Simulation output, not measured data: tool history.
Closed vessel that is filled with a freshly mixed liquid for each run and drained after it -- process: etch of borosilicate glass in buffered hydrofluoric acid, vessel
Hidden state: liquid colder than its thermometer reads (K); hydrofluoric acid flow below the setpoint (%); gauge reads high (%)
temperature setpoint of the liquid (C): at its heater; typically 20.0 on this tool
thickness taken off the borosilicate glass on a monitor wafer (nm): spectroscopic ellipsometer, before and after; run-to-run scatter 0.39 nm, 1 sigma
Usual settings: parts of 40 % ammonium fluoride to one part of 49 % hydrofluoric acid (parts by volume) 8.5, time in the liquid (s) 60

run   hour  temperature setpoint of the liquid (C)  parts of 40 % ammonium fluoride to one part of 49 % hydrofluoric acid (parts by volume)  time in the liquid (s)  wafers since the last listed run  hours since the thermometer was replaced  hours since the hydrofluoric acid flow meter was replaced  hours since the gauge calibration  read-back film thickness of the borosilicate glass reference wafer, read on the same gauge (nm)  thickness taken off the borosilicate glass on a monitor wafer (nm)
  1    0.0                                    20.0                                                                                      8.5                      60                                 0                                     117.0                                                       11.8                              589.4                                                                                            80.01                                                               75.74
  2   60.9                                    20.0                                                                                      8.5                      60                              5282                                     177.9                                                       72.7                              650.3                                                                                            79.98                                                               75.20
  3  121.0                                    20.0                                                                                      8.5                      60                              5213                                     238.0                                                      132.8                              710.4                                                                                            80.00                                                               75.64
  4  174.3                                    20.0                                                                                      8.5                      60                              4623                                     291.3                                                      186.1                              763.7                                                                                            80.03                                                               74.98
  5  244.9                                    20.0                                                                                      8.5                      60                              6124                                     361.9                                                      256.7                              834.3                                                                                            79.99                                                               74.34
  6  407.6                                    21.5                                                                                      8.5                      60                             14113                                     524.6                                                      419.4                              997.0                                                                                            79.99                                                               79.91
  7  468.9                                    20.0                                                                                      8.5                      60                              5317                                     585.9                                                      480.7                             1058.3                                                                                            80.00                                                               73.19
  8  503.3                                    20.0                                                                                      8.5                      60                              2984                                     620.3                                                      515.1                             1092.7                                                                                            79.98                                                               73.09
  9  529.7                                    20.0                                                                                      8.5                      60                              2290                                     646.7                                                      541.5                             1119.1                                                                                            80.01                                                               73.39
 10  578.9                                    21.0                                                                                      8.5                      80                              4267                                     695.9                                                      590.7                             1168.3                                                                                            80.00                                                              101.95
 11  609.9                                    21.0                                                                                      8.5                      80                              2689                                     726.9                                                      621.7                             1199.3                                                                                            79.99                                                              101.40
     630.1  -- thermometer replaced
 12  645.4                                    20.0                                                                                      8.5                      50                              2992                                      15.3                                                      657.2                             1234.8                                                                                            79.99                                                               62.63
 13  712.3                                    20.0                                                                                      8.5                      50                              5803                                      82.2                                                      724.1                             1301.7                                                                                            79.99                                                               61.79
     732.2  -- gauge calibrated
 14  756.5                                    20.0                                                                                      8.5                      50                              3834                                     126.4                                                      768.3                               24.3                                                                                            80.03                                                               61.42
 15  810.2                                    20.0                                                                                      8.5                      60                              4658                                     180.1                                                      822.0                               78.0                                                                                            79.98                                                               73.39
 16  834.8                                    20.0                                                                                      8.5                      40                              2133                                     204.7                                                      846.6                              102.6                                                                                            80.02                                                               48.82
 17  865.4                                    17.0                                                                                      8.5                      60                              2654                                     235.3                                                      877.2                              133.2                                                                                            79.99                                                               61.92
 18  932.9                                    17.0                                                                                      5.5                      70                              5855                                     302.8                                                      944.7                              200.7                                                                                            79.98                                                              112.24

Run 19 is up next; what results do you expect?
     1106.6  -- hydrofluoric acid flow meter replaced
 19  1109.7                                    20.0                                                                                      8.5                      60                             15250                                     479.6                                                        3.1                              377.5                                                                                                ?                                                                   ?

read-back film thickness of the borosilicate glass reference wafer, read on the same gauge (nm): 79.98
thickness taken off the borosilicate glass on a monitor wafer (nm): 74.79
Were there no unlogged condition in the tool, this run, its random variation unchanged, would have produced thickness taken off the borosilicate glass on a monitor wafer (nm) 76.80.

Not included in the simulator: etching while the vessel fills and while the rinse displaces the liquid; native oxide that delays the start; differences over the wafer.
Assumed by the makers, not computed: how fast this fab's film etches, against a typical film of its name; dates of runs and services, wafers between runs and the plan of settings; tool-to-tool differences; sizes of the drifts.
